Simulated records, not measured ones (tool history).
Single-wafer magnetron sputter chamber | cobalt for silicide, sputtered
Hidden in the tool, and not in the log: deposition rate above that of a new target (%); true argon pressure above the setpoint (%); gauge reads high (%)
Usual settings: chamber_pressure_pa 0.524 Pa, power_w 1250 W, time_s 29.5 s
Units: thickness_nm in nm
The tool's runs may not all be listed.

run	hour	chamber_pressure_pa	power_w	time_s	wafers since the last listed run	wafers on the sputter target	hours since the last manometer calibration	hours since the magnet pack was replaced	hours since the gauge calibration	read-back reference wafer on the same gauge, thickness_nm	thickness_nm
1	0.0	0.524	1250	29.5	0	2811	2288.5	11053.8	94.1	16.209	18.293
2	33.6	0.524	1250	29.5	863	3675	2322.1	11087.4	127.7	16.206	18.366
3	94.1	0.524	1250	29.5	1555	5231	2382.6	11147.9	188.2	16.222	18.310
4	110.2	0.524	1250	29.5	413	5645	2398.7	11164.0	204.3	16.236	18.188
5	132.9	0.524	1250	29.5	583	6228	2421.4	11186.7	227.0	16.257	18.385
# hour 145.6: magnet pack replaced
# hour 152.8: sputter target and shields replaced
6	165.6	0.524	1250	29.5	448	328	2454.1	20.0	259.7	16.269	18.324
7	187.0	0.608	1250	29.5	550	878	2475.5	41.4	281.1	16.304	17.972
8	204.5	0.524	1250	33.5	449	1328	2493.0	58.9	298.6	16.318	20.820
9	233.2	0.524	1250	33.5	737	2066	2521.7	87.6	327.3	16.338	20.901
10	268.3	0.389	1450	26.6	902	2969	2556.8	122.7	362.4	16.364	19.837
11	280.3	0.425	1500	27.8	308	3277	2568.8	134.7	374.4	16.367	21.122
12	297.1	0.394	1250	32.5	431	3709	2585.6	151.5	391.2	16.388	21.380
13	315.0	0.524	1350	23.8	460	4169	2603.5	169.4	409.1	16.388	15.923
14	342.4	0.524	1000	35.3	704	4874	2630.9	196.8	436.5	16.429	18.063
# hour 362.7: sputter target and shields replaced
# hour 364.3: gauge calibrated
# hour 369.4: capacitance manometer re-zeroed and calibrated
15	369.9	0.524	1250	29.5	330	13	0.5	224.3	5.6	16.247	18.281
16	390.8	0.524	1250	29.5	537	551	21.4	245.2	26.5	16.240	18.224
17	418.8	0.524	1250	27.1	719	1271	49.4	273.2	54.5	16.240	16.825
18	454.7	0.391	1400	29.5	923	2194	85.3	309.1	90.4	16.272	21.133
19	469.8	0.647	1500	29.5	388	2582	100.4	324.2	105.5	16.271	20.828

Forecast each of these 5 alternatives for the next run:
A	470.2	0.524	1250	29.5	10	2592	100.8	324.6	105.9	?	?
B	470.2	0.698	1250	31.3	10	2592	100.8	324.6	105.9	?	?
C	470.2	0.447	1450	29.5	10	2592	100.8	324.6	105.9	?	?
D	470.2	0.524	1250	26.9	10	2592	100.8	324.6	105.9	?	?
E	470.2	0.589	1250	29.5	10	2592	100.8	324.6	105.9	?	?

run	read-back reference wafer on the same gauge, thickness_nm	thickness_nm
A	16.243	18.291
B	16.243	18.394
C	16.243	21.462
D	16.243	16.679
E	16.243	17.926
Without the tool's hidden state the same runs would have given:
run	thickness_nm
A	18.231
B	18.333
C	21.391
D	16.624
E	17.867
